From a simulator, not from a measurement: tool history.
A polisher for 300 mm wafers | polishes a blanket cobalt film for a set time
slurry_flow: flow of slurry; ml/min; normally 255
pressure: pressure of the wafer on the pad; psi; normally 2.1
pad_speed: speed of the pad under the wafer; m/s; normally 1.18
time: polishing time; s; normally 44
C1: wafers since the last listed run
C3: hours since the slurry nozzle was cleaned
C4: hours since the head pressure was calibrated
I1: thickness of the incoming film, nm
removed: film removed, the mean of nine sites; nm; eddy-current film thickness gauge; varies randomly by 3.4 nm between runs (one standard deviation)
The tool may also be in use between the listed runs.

run 1 hour=0 | slurry_flow=255 pressure=2.1 pad_speed=1.18 time=44 | C1=0 wafers_polished_on_this_pad=59 C3=186 C4=327.2 | I1=1001.9 | removed=223.8
run 2 hour=12.3 | slurry_flow=255 pressure=2.1 pad_speed=1.18 time=44 | C1=121 wafers_polished_on_this_pad=180 C3=198.3 C4=339.5 | I1=990.1 | removed=229.9
run 3 hour=29.7 | slurry_flow=255 pressure=2.1 pad_speed=1.18 time=44 | C1=171 wafers_polished_on_this_pad=352 C3=215.7 C4=356.9 | I1=990.4 | removed=223.6
run 4 hour=44 | slurry_flow=255 pressure=2.1 pad_speed=1.18 time=44 | C1=141 wafers_polished_on_this_pad=493 C3=230 C4=371.2 | I1=999.3 | removed=229.3
run 5 hour=70.2 | slurry_flow=255 pressure=2.1 pad_speed=1.18 time=44 | C1=258 wafers_polished_on_this_pad=752 C3=256.2 C4=397.4 | I1=1015.5 | removed=228.9
-- hour=78 slurry nozzle cleaned
run 6 hour=96.3 | slurry_flow=255 pressure=2.1 pad_speed=1.18 time=44 | C1=247 wafers_polished_on_this_pad=999 C3=18.3 C4=423.5 | I1=1000.3 | removed=224.8
-- hour=104.5 head pressure recalibrated
run 7 hour=114.4 | slurry_flow=255 pressure=2.1 pad_speed=1.18 time=44 | C1=158 wafers_polished_on_this_pad=1158 C3=36.4 C4=9.9 | I1=997.5 | removed=223.8
run 8 hour=142 | slurry_flow=255 pressure=2.1 pad_speed=1.18 time=44 | C1=272 wafers_polished_on_this_pad=1431 C3=64 C4=37.5 | I1=1009.5 | removed=225.1
run 9 hour=224.4 | slurry_flow=255 pressure=2.1 pad_speed=1.18 time=44 | C1=813 wafers_polished_on_this_pad=2245 C3=146.4 C4=119.9 | I1=999.7 | removed=213.4
-- hour=231 worn pad replaced by a new one
run 10 hour=249.2 | slurry_flow=255 pressure=2.1 pad_speed=1 time=44 | C1=205 wafers_polished_on_this_pad=179 C3=171.2 C4=144.7 | I1=1000.5 | removed=201.7
run 11 hour=266.8 | slurry_flow=255 pressure=2.1 pad_speed=1 time=44 | C1=173 wafers_polished_on_this_pad=353 C3=188.8 C4=162.3 | I1=997.6 | removed=200.2
run 12 hour=286.4 | slurry_flow=255 pressure=2.1 pad_speed=1.18 time=44 | C1=193 wafers_polished_on_this_pad=546 C3=208.4 C4=181.9 | I1=981.7 | removed=229
run 13 hour=304.1 | slurry_flow=255 pressure=2.5 pad_speed=1.18 time=44 | C1=174 wafers_polished_on_this_pad=721 C3=226.1 C4=199.6 | I1=987.6 | removed=265.4
-- hour=307.4 slurry nozzle cleaned
run 14 hour=334.3 | slurry_flow=255 pressure=2.1 pad_speed=1.18 time=44 | C1=288 wafers_polished_on_this_pad=1009 C3=26.9 C4=229.8 | I1=994.9 | removed=221.1
run 15 hour=347.1 | slurry_flow=170 pressure=1.5 pad_speed=1.18 time=34 | C1=126 wafers_polished_on_this_pad=1136 C3=39.7 C4=242.6 | I1=990.4 | removed=112.4
run 16 hour=360.3 | slurry_flow=255 pressure=2.7 pad_speed=1.44 time=44 | C1=130 wafers_polished_on_this_pad=1266 C3=52.9 C4=255.8 | I1=1001.2 | removed=321
run 17 hour=394.3 | slurry_flow=255 pressure=2.1 pad_speed=1.18 time=44 | C1=335 wafers_polished_on_this_pad=1602 C3=86.9 C4=289.8 | I1=985.2 | removed=211.2
run 18 hour=427.8 | slurry_flow=255 pressure=1.6 pad_speed=0.82 time=48 | C1=330 wafers_polished_on_this_pad=1932 C3=120.4 C4=323.3 | I1=1008.2 | removed=139.8
run 19 hour=458.3 | slurry_flow=255 pressure=2.1 pad_speed=1.18 time=44 | C1=301 wafers_polished_on_this_pad=2233 C3=150.9 C4=353.8 | I1=1004.9 | removed=203.7

What does the tool deliver on the next run?
run 20 hour=481 | slurry_flow=310 pressure=1.7 pad_speed=1.18 time=59 | C1=224 wafers_polished_on_this_pad=2458 C3=173.6 C4=376.5 | I1=993.7 | removed=?

Logged for run 20: removed 230.7 nm.
Take away the tool's hidden state, keep the run-to-run variation as it was, and the same run would have given removed 252.4 nm.
